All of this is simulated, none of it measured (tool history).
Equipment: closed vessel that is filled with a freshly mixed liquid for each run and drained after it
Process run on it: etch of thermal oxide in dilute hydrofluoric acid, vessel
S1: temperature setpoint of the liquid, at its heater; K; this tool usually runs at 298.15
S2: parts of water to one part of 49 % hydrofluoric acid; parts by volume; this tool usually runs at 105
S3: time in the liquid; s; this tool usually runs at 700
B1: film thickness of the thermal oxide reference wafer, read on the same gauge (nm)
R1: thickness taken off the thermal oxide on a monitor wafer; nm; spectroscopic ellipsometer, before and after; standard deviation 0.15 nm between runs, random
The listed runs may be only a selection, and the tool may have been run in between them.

run 1 hour=0 | S1=298.15 S2=105 S3=700 | B1=140.02 | R1=36.29
run 2 hour=19.4 | S1=298.15 S2=105 S3=700 | B1=139.97 | R1=36.16
run 3 hour=33.1 | S1=298.15 S2=105 S3=845 | B1=140.01 | R1=43.81
run 4 hour=60.1 | S1=298.15 S2=105 S3=845 | B1=140.03 | R1=44.04
run 5 hour=82.8 | S1=298.15 S2=105 S3=845 | B1=139.96 | R1=43.67
run 6 hour=113 | S1=298.15 S2=105 S3=700 | B1=139.99 | R1=36.28
run 7 hour=138.3 | S1=298.15 S2=105 S3=700 | B1=139.98 | R1=36.24
run 8 hour=171.9 | S1=298.15 S2=105 S3=700 | B1=139.99 | R1=36.51
run 9 hour=206.2 | S1=298.15 S2=105 S3=700 | B1=140.01 | R1=36.36
run 10 hour=219 | S1=298.15 S2=105 S3=700 | B1=139.99 | R1=36.37
run 11 hour=280.6 | S1=298.15 S2=105 S3=605 | B1=140.02 | R1=31.59
run 12 hour=314.4 | S1=298.15 S2=105 S3=700 | B1=140.01 | R1=36.47
run 13 hour=362.6 | S1=298.15 S2=105 S3=700 | B1=139.97 | R1=36.91
run 14 hour=377.1 | S1=298.15 S2=105 S3=700 | B1=139.98 | R1=36.76
run 15 hour=397.4 | S1=298.15 S2=105 S3=700 | B1=140.03 | R1=37.05
-- hour=403.3 gauge calibrated
-- hour=427.1 thermometer replaced
run 16 hour=428.2 | S1=298.15 S2=105 S3=700 | B1=139.97 | R1=36.61
run 17 hour=440.9 | S1=298.15 S2=105 S3=700 | B1=140.01 | R1=36.42
run 18 hour=455.3 | S1=302.65 S2=105 S3=700 | B1=140.01 | R1=43.77
run 19 hour=483 | S1=298.15 S2=105 S3=700 | B1=139.98 | R1=36.71
run 20 hour=564.5 | S1=294.15 S2=105 S3=700 | B1=140.01 | R1=31.48
run 21 hour=579.6 | S1=298.15 S2=105 S3=700 | B1=140.01 | R1=36.59
-- hour=583.8 hydrofluoric acid flow meter replaced
run 22 hour=610.1 | S1=295.15 S2=90 S3=395 | B1=140.03 | R1=20.26
run 23 hour=630 | S1=293.65 S2=150 S3=700 | B1=140.01 | R1=18.99
run 24 hour=658.4 | S1=301.65 S2=105 S3=375 | B1=139.98 | R1=20.96
run 25 hour=675.1 | S1=298.15 S2=105 S3=700 | B1=139.99 | R1=34.29
run 26 hour=688.6 | S1=298.15 S2=75 S3=590 | B1=140.02 | R1=41.96
run 27 hour=701 | S1=298.15 S2=105 S3=910 | B1=140.01 | R1=44.18
run 28 hour=733.1 | S1=298.15 S2=105 S3=700 | B1=140.02 | R1=34.38
run 29 hour=758.5 | S1=298.15 S2=120 S3=440 | B1=140 | R1=18.37
run 30 hour=773.1 | S1=302.15 S2=85 S3=510 | B1=140.03 | R1=37.08
run 31 hour=796.3 | S1=300.65 S2=80 S3=1080 | B1=140.03 | R1=78.63
run 32 hour=852.8 | S1=295.65 S2=140 S3=1000 | B1=139.98 | R1=31.87
run 33 hour=872.2 | S1=296.15 S2=105 S3=955 | B1=140.01 | R1=43.5
run 34 hour=907.2 | S1=299.65 S2=120 S3=305 | B1=140 | R1=13.62
run 35 hour=927.4 | S1=295.65 S2=105 S3=565 | B1=139.99 | R1=25.06

What if the next run were any one of these 3? Each begins from the tool's condition after run 35:
run A hour=928.2 | S1=298.15 S2=105 S3=700 | B1=? | R1=?
run B hour=928.2 | S1=298.15 S2=150 S3=700 | B1=? | R1=?
run C hour=928.2 | S1=298.15 S2=145 S3=1045 | B1=? | R1=?

run=A B1=139.95 R1=34.47
run=B B1=139.95 R1=22.87
run=C B1=139.95 R1=35.52
Without the tool's hidden state the same runs would have given:
run=A R1=33.94
run=B R1=22.5
run=C R1=34.96
